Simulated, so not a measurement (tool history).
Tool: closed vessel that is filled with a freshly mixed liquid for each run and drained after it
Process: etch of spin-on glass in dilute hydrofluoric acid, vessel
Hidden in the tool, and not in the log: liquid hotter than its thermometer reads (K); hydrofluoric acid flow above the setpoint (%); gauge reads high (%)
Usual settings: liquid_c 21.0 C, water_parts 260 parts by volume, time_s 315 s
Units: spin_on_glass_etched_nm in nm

run	day	liquid_c	water_parts	time_s	wafers since the last listed run	hours since the thermometer was replaced	hours since the hydrofluoric acid flow meter was replaced	hours since the gauge calibration	read-back film thickness of the spin-on glass reference wafer, read on the same gauge (nm)	spin_on_glass_etched_nm
1	0.000	18.0	190	315	0	30.9	470.6	1883.2	83.64	43.85
2	2.138	21.0	260	315	3715	82.2	521.9	1934.5	83.64	34.11
3	5.942	21.0	260	315	6612	173.5	613.2	2025.8	83.57	33.95
# day 7.192: gauge calibrated
4	8.517	21.0	260	315	4475	235.3	675.0	31.8	80.36	32.63
5	12.429	21.0	260	315	6800	329.2	768.9	125.7	80.76	32.15
6	14.571	21.0	260	315	3722	380.6	820.3	177.1	81.00	32.71
7	17.550	21.0	260	315	5178	452.1	891.8	248.6	81.33	33.02
8	20.821	21.0	260	315	5685	530.6	970.3	327.1	81.56	32.89
# day 24.550: hydrofluoric acid flow meter replaced
9	25.067	21.0	260	315	7307	632.5	12.4	429.0	81.91	32.81
10	26.817	25.5	260	215	3041	674.5	54.4	471.0	82.01	26.85
11	28.546	18.5	175	425	3005	716.0	95.9	512.5	82.13	65.25
12	31.625	21.0	260	315	5351	789.9	169.8	586.4	82.30	33.22
13	33.708	22.5	305	450	3621	839.9	219.8	636.4	82.40	40.81
14	35.538	21.0	260	315	3179	883.8	263.7	680.3	82.55	33.15
15	39.100	18.0	190	315	6192	969.3	349.2	765.8	82.67	43.25
16	43.496	21.0	260	315	7640	1074.8	454.7	871.3	82.77	33.59
17	45.054	21.0	260	315	2708	1112.2	492.1	908.7	82.90	33.46
18	47.138	21.0	260	435	3621	1162.2	542.1	958.7	83.02	46.27
19	49.275	21.0	345	425	3715	1213.5	593.4	1010.0	83.09	31.49
20	52.817	23.5	180	315	6155	1298.5	678.4	1095.0	83.19	57.74
21	56.158	18.5	260	425	5808	1378.7	758.6	1175.2	83.22	41.31
22	60.012	17.0	375	250	6699	1471.2	851.1	1267.7	83.36	14.35
23	62.817	21.0	260	315	4874	1538.5	918.4	1335.0	83.35	33.44
24	64.896	21.0	260	315	3613	1588.4	968.3	1384.9	83.42	33.91
25	67.596	21.0	260	160	4692	1653.2	1033.1	1449.7	83.42	16.98
26	71.000	21.0	330	495	5916	1734.9	1114.8	1531.4	83.52	39.02
27	73.825	17.0	260	395	4910	1802.7	1182.6	1599.2	83.54	36.86
28	76.921	23.0	345	145	5380	1877.0	1256.9	1673.5	83.64	11.56
# day 77.321: hydrofluoric acid flow meter replaced
29	79.883	17.0	335	250	5076	1948.1	61.5	1744.6	83.58	16.78
30	83.596	21.0	305	485	6452	2037.2	150.6	1833.7	83.70	42.44
31	86.258	21.0	260	365	4627	2101.1	214.5	1897.6	83.71	38.91
32	89.742	21.0	260	315	6054	2184.7	298.1	1981.2	83.73	33.82

The same runs without the tool's hidden state, with the same run-to-run variation:
run	spin_on_glass_etched_nm
1	41.98
2	32.65
3	32.48
4	32.49
5	31.84
6	32.30
7	32.50
8	32.27
9	32.06
10	26.20
11	63.58
12	32.30
13	39.62
14	32.15
15	41.85
16	32.44
17	32.29
18	44.62
19	30.34
20	55.56
21	39.70
22	13.78
23	32.09
24	32.52
25	16.28
26	37.37
27	35.29
28	11.06
29	16.05
30	40.58
31	37.19
32	32.31

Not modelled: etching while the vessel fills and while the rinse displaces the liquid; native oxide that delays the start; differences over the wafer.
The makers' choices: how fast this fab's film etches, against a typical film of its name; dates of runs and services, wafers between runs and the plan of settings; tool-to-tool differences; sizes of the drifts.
